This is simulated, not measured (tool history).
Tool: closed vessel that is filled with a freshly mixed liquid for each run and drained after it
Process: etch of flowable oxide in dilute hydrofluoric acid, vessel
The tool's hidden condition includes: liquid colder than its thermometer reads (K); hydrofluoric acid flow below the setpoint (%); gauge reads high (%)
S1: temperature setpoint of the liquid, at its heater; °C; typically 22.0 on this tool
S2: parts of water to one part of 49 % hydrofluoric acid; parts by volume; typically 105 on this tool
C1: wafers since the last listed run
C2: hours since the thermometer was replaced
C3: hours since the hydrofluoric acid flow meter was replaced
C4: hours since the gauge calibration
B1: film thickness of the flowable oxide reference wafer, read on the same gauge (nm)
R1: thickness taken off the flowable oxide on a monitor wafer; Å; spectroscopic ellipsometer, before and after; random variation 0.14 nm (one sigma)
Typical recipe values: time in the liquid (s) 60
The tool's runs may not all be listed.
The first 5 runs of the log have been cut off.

{"run": 6, "day": 2.271, "S1": 22.0, "S2": 105, "time in the liquid (s)": 60, "C1": 796, "C2": 1486.2, "C3": 1420.3, "C4": 468.9, "B1": 60.02, "R1": 189.4}
{"run": 7, "day": 2.988, "S1": 22.0, "S2": 105, "time in the liquid (s)": 60, "C1": 1757, "C2": 1503.4, "C3": 1437.5, "C4": 486.1, "B1": 59.99, "R1": 188.5}
{"run": 8, "day": 3.425, "S1": 22.0, "S2": 105, "time in the liquid (s)": 60, "C1": 1072, "C2": 1513.9, "C3": 1448.0, "C4": 496.6, "B1": 59.97, "R1": 188.9}
{"run": 9, "day": 3.838, "S1": 22.0, "S2": 105, "time in the liquid (s)": 60, "C1": 1011, "C2": 1523.8, "C3": 1457.9, "C4": 506.5, "B1": 59.97, "R1": 191.4}
{"run": 10, "day": 4.129, "S1": 22.0, "S2": 105, "time in the liquid (s)": 60, "C1": 715, "C2": 1530.8, "C3": 1464.9, "C4": 513.5, "B1": 59.98, "R1": 187.5}
{"day": 4.162, "done": "gauge calibrated"}
{"run": 11, "day": 4.438, "S1": 22.0, "S2": 105, "time in the liquid (s)": 70, "C1": 756, "C2": 1538.2, "C3": 1472.3, "C4": 6.6, "B1": 59.96, "R1": 220.7}
{"run": 12, "day": 5.021, "S1": 22.0, "S2": 90, "time in the liquid (s)": 60, "C1": 1430, "C2": 1552.2, "C3": 1486.3, "C4": 20.6, "B1": 59.98, "R1": 222.3}
{"run": 13, "day": 5.625, "S1": 22.0, "S2": 105, "time in the liquid (s)": 35, "C1": 1481, "C2": 1566.7, "C3": 1500.8, "C4": 35.1, "B1": 60.01, "R1": 109.8}
{"run": 14, "day": 6.25, "S1": 18.0, "S2": 125, "time in the liquid (s)": 60, "C1": 1532, "C2": 1581.7, "C3": 1515.8, "C4": 50.1, "B1": 60.02, "R1": 131.8}
{"run": 15, "day": 6.621, "S1": 22.0, "S2": 105, "time in the liquid (s)": 60, "C1": 909, "C2": 1590.6, "C3": 1524.7, "C4": 59.0, "B1": 60.01, "R1": 187.7}
{"run": 16, "day": 7.304, "S1": 17.5, "S2": 120, "time in the liquid (s)": 60, "C1": 1675, "C2": 1607.0, "C3": 1541.1, "C4": 75.4, "B1": 60.0, "R1": 135.3}
{"day": 7.867, "done": "hydrofluoric acid flow meter replaced"}
{"run": 17, "day": 8.029, "S1": 20.0, "S2": 105, "time in the liquid (s)": 30, "C1": 1675, "C2": 1624.4, "C3": 3.9, "C4": 92.8, "B1": 60.0, "R1": 85.8}
{"run": 18, "day": 8.321, "S1": 17.5, "S2": 105, "time in the liquid (s)": 60, "C1": 715, "C2": 1631.4, "C3": 10.9, "C4": 99.8, "B1": 60.0, "R1": 154.5}
{"run": 19, "day": 9.025, "S1": 23.5, "S2": 105, "time in the liquid (s)": 60, "C1": 1726, "C2": 1648.3, "C3": 27.8, "C4": 116.7, "B1": 60.0, "R1": 198.0}
{"run": 20, "day": 9.621, "S1": 24.0, "S2": 105, "time in the liquid (s)": 35, "C1": 1461, "C2": 1662.6, "C3": 42.1, "C4": 131.0, "B1": 60.03, "R1": 119.2}
{"run": 21, "day": 10.05, "S1": 17.0, "S2": 105, "time in the liquid (s)": 60, "C1": 1052, "C2": 1672.9, "C3": 52.4, "C4": 141.3, "B1": 60.01, "R1": 151.7}
{"day": 10.133, "done": "thermometer replaced"}
{"run": 22, "day": 10.725, "S1": 22.0, "S2": 105, "time in the liquid (s)": 60, "C1": 1552, "C2": 14.2, "C3": 68.6, "C4": 157.5, "B1": 60.01, "R1": 207.0}
{"run": 23, "day": 11.092, "S1": 22.0, "S2": 105, "time in the liquid (s)": 60, "C1": 899, "C2": 23.0, "C3": 77.4, "C4": 166.3, "B1": 59.99, "R1": 207.9}
{"run": 24, "day": 11.683, "S1": 25.0, "S2": 105, "time in the liquid (s)": 60, "C1": 1450, "C2": 37.2, "C3": 91.6, "C4": 180.5, "B1": 60.01, "R1": 231.3}

For run 25, what comes out?
{"run": 25, "day": 12.308, "S1": 24.0, "S2": 135, "time in the liquid (s)": 60, "C1": 1532, "C2": 52.2, "C3": 106.6, "C4": 195.5, "B1": "?", "R1": "?"}

B1: 60.02
R1: 170.2 Å
Minus the tool's unlogged condition, the same run would have read R1 172.2 Å.
